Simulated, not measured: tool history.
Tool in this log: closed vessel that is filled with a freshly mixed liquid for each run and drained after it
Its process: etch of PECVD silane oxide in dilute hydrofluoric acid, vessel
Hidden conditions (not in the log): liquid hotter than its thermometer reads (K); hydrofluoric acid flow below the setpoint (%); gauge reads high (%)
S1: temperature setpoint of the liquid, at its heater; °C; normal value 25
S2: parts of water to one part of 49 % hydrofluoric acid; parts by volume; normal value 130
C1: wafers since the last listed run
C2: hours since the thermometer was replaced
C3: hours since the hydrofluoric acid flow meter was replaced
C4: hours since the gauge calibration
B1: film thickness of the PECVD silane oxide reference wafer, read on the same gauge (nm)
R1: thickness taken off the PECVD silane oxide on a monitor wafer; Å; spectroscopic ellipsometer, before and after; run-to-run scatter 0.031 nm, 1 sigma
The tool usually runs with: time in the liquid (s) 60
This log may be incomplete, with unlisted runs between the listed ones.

run 1 day=0 | S1=21 S2=130 time_in_the_liquid_(s)=60 | C1=0 C2=1451.5 C3=2359 C4=40 | B1=49.99 | R1=92.7
run 2 day=0.675 | S1=25 S2=105 time_in_the_liquid_(s)=75 | C1=1330 C2=1467.7 C3=2375.2 C4=56.2 | B1=49.99 | R1=172.1
run 3 day=1.408 | S1=25 S2=130 time_in_the_liquid_(s)=70 | C1=1445 C2=1485.3 C3=2392.8 C4=73.8 | B1=49.99 | R1=125.7
run 4 day=2.117 | S1=25 S2=130 time_in_the_liquid_(s)=70 | C1=1396 C2=1502.3 C3=2409.8 C4=90.8 | B1=49.95 | R1=125.8
run 5 day=2.467 | S1=25 S2=130 time_in_the_liquid_(s)=70 | C1=689 C2=1510.7 C3=2418.2 C4=99.2 | B1=49.97 | R1=124.8
run 6 day=2.9 | S1=25 S2=130 time_in_the_liquid_(s)=60 | C1=854 C2=1521.1 C3=2428.6 C4=109.6 | B1=49.98 | R1=107
-- day=2.9 gauge calibrated
-- day=3.133 hydrofluoric acid flow meter replaced
run 7 day=3.508 | S1=25 S2=130 time_in_the_liquid_(s)=60 | C1=1116 C2=1535.7 C3=9 C4=14.6 | B1=49.98 | R1=126.1
run 8 day=3.917 | S1=25 S2=130 time_in_the_liquid_(s)=60 | C1=804 C2=1545.5 C3=18.8 C4=24.4 | B1=50.01 | R1=126.3
run 9 day=4.262 | S1=25 S2=180 time_in_the_liquid_(s)=60 | C1=681 C2=1553.8 C3=27.1 C4=32.7 | B1=50.01 | R1=85.5
run 10 day=4.767 | S1=30 S2=130 time_in_the_liquid_(s)=70 | C1=993 C2=1565.9 C3=39.2 C4=44.8 | B1=50 | R1=177.7
run 11 day=5.5 | S1=25 S2=130 time_in_the_liquid_(s)=60 | C1=1445 C2=1583.5 C3=56.8 C4=62.4 | B1=50.02 | R1=125.7
run 12 day=5.779 | S1=25 S2=130 time_in_the_liquid_(s)=70 | C1=550 C2=1590.2 C3=63.5 C4=69.1 | B1=49.99 | R1=146.9
-- day=5.979 thermometer replaced
run 13 day=6.129 | S1=25 S2=75 time_in_the_liquid_(s)=60 | C1=607 C2=3.6 C3=71.9 C4=77.5 | B1=50 | R1=233.4
run 14 day=6.433 | S1=25 S2=130 time_in_the_liquid_(s)=60 | C1=599 C2=10.9 C3=79.2 C4=84.8 | B1=49.99 | R1=126
run 15 day=6.95 | S1=25 S2=130 time_in_the_liquid_(s)=30 | C1=1018 C2=23.3 C3=91.6 C4=97.2 | B1=50.01 | R1=62.7
run 16 day=7.312 | S1=29.5 S2=130 time_in_the_liquid_(s)=60 | C1=714 C2=32 C3=100.3 C4=105.9 | B1=50 | R1=149.1
run 17 day=7.804 | S1=25 S2=165 time_in_the_liquid_(s)=60 | C1=969 C2=43.8 C3=112.1 C4=117.7 | B1=50 | R1=95

Here are 5 independent what-if runs from the current tool condition. What would each one return?
run A day=7.833 | S1=25 S2=130 time_in_the_liquid_(s)=60 | C1=57 C2=44.5 C3=112.8 C4=118.4 | B1=? | R1=?
run B day=7.833 | S1=20.5 S2=130 time_in_the_liquid_(s)=60 | C1=57 C2=44.5 C3=112.8 C4=118.4 | B1=? | R1=?
run C day=7.833 | S1=23.5 S2=130 time_in_the_liquid_(s)=60 | C1=57 C2=44.5 C3=112.8 C4=118.4 | B1=? | R1=?
run D day=7.833 | S1=25 S2=115 time_in_the_liquid_(s)=60 | C1=57 C2=44.5 C3=112.8 C4=118.4 | B1=? | R1=?
run E day=7.833 | S1=27 S2=70 time_in_the_liquid_(s)=45 | C1=57 C2=44.5 C3=112.8 C4=118.4 | B1=? | R1=?

run=A B1=50.01 R1=125.1
run=B B1=50.01 R1=104.8
run=C B1=50.01 R1=118
run=D B1=50.01 R1=144
run=E B1=50.01 R1=203.6
The same runs, with their run-to-run variation unchanged, on a tool lacking any hidden condition would have given:
run=A R1=126.4
run=B R1=105.9
run=C R1=119.2
run=D R1=145.5
run=E R1=205.6
